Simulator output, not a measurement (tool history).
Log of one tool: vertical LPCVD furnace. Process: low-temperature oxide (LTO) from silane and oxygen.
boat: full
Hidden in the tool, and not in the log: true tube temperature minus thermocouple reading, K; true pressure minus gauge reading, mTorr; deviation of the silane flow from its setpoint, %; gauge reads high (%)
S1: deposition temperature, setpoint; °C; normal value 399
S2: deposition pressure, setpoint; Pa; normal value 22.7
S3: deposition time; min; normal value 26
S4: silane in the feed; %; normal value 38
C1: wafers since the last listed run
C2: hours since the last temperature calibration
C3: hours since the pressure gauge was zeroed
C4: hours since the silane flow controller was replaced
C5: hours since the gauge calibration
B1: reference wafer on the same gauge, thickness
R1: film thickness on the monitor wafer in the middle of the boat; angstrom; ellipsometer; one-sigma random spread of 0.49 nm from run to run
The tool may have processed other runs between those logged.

Run 1, hour 0: usual settings; C1 0; C2 1761; C3 1853.3; C4 4201.7; C5 22.8; B1 179.02. Result: R1 1816.6 angstrom.
Run 2, hour 16.1: usual settings but S2 24 Pa, S3 29.5 min; C1 256; C2 1777.1; C3 1869.4; C4 4217.8; C5 38.9; B1 178.92. Result: R1 2197.7 angstrom.
Run 3, hour 26: usual settings but S2 24 Pa, S3 29.5 min; C1 157; C2 1787; C3 1879.3; C4 4227.7; C5 48.8; B1 178.99. Result: R1 2179.9 angstrom.
Run 4, hour 42.6: usual settings but S2 24 Pa, S3 29.5 min; C1 264; C2 1803.6; C3 1895.9; C4 4244.3; C5 65.4; B1 178.93. Result: R1 2185.1 angstrom.
Run 5, hour 55.7: usual settings; C1 208; C2 1816.7; C3 1909; C4 4257.4; C5 78.5; B1 178.98. Result: R1 1823 angstrom.
Run 6, hour 69.6: usual settings; C1 221; C2 1830.6; C3 1922.9; C4 4271.3; C5 92.4; B1 178.95. Result: R1 1816 angstrom.
Run 7, hour 88.7: usual settings; C1 304; C2 1849.7; C3 1942; C4 4290.4; C5 111.5; B1 179. Result: R1 1810.5 angstrom.
Run 8, hour 107.8: usual settings; C1 304; C2 1868.8; C3 1961.1; C4 4309.5; C5 130.6; B1 179. Result: R1 1812 angstrom.
Run 9, hour 115.4: usual settings; C1 120; C2 1876.4; C3 1968.7; C4 4317.1; C5 138.2; B1 179.05. Result: R1 1806.2 angstrom.
At hour 150.5: pressure gauge zeroed.
Run 10, hour 151: usual settings; C1 184; C2 1912; C3 0.5; C4 4352.7; C5 173.8; B1 179.01. Result: R1 1884.5 angstrom.
Run 11, hour 155.9: usual settings; C1 78; C2 1916.9; C3 5.4; C4 4357.6; C5 178.7; B1 178.98. Result: R1 1882.7 angstrom.
Run 12, hour 160.8: usual settings; C1 78; C2 1921.8; C3 10.3; C4 4362.5; C5 183.6; B1 179.02. Result: R1 1878.9 angstrom.
Run 13, hour 165.7: usual settings but S2 20.7 Pa, S3 29.5 min; C1 78; C2 1926.7; C3 15.2; C4 4367.4; C5 188.5; B1 179.05. Result: R1 1940.7 angstrom.
Run 14, hour 183.1: usual settings; C1 276; C2 1944.1; C3 32.6; C4 4384.8; C5 205.9; B1 179. Result: R1 1889.9 angstrom.
Run 15, hour 192.1: usual settings; C1 143; C2 1953.1; C3 41.6; C4 4393.8; C5 214.9; B1 179.13. Result: R1 1879.6 angstrom.
Run 16, hour 203.5: usual settings; C1 181; C2 1964.5; C3 53; C4 4405.2; C5 226.3; B1 179.03. Result: R1 1887.3 angstrom.
Run 17, hour 210.8: usual settings but S2 18 Pa, S4 32 %; C1 116; C2 1971.8; C3 60.3; C4 4412.5; C5 233.6; B1 179.11. Result: R1 1191.2 angstrom.
At hour 248.2: thermocouples replaced and temperature profile calibrated.
At hour 252.2: silane flow controller replaced.
Run 18, hour 252.7: usual settings but S1 391 °C; C1 221; C2 4.5; C3 102.2; C4 0.5; C5 275.5; B1 178.93. Result: R1 1718.8 angstrom.
Run 19, hour 257.6: usual settings but S3 29.5 min; C1 78; C2 9.4; C3 107.1; C4 5.4; C5 280.4; B1 178.98. Result: R1 2142.2 angstrom.

Expected results for the next run?
Run 20, hour 262.5: usual settings but S1 411 °C, S2 25.3 Pa, S3 22.5 min, S4 35 %; C1 78; C2 14.3; C3 112; C4 10.3; C5 285.3; B1 ?. Result: R1 ?.

B1: 179.05
R1: 1869.2 angstrom
Take away the tool's hidden state, keep the run-to-run variation as it was, and the same run would have given R1 1871.5 angstrom.
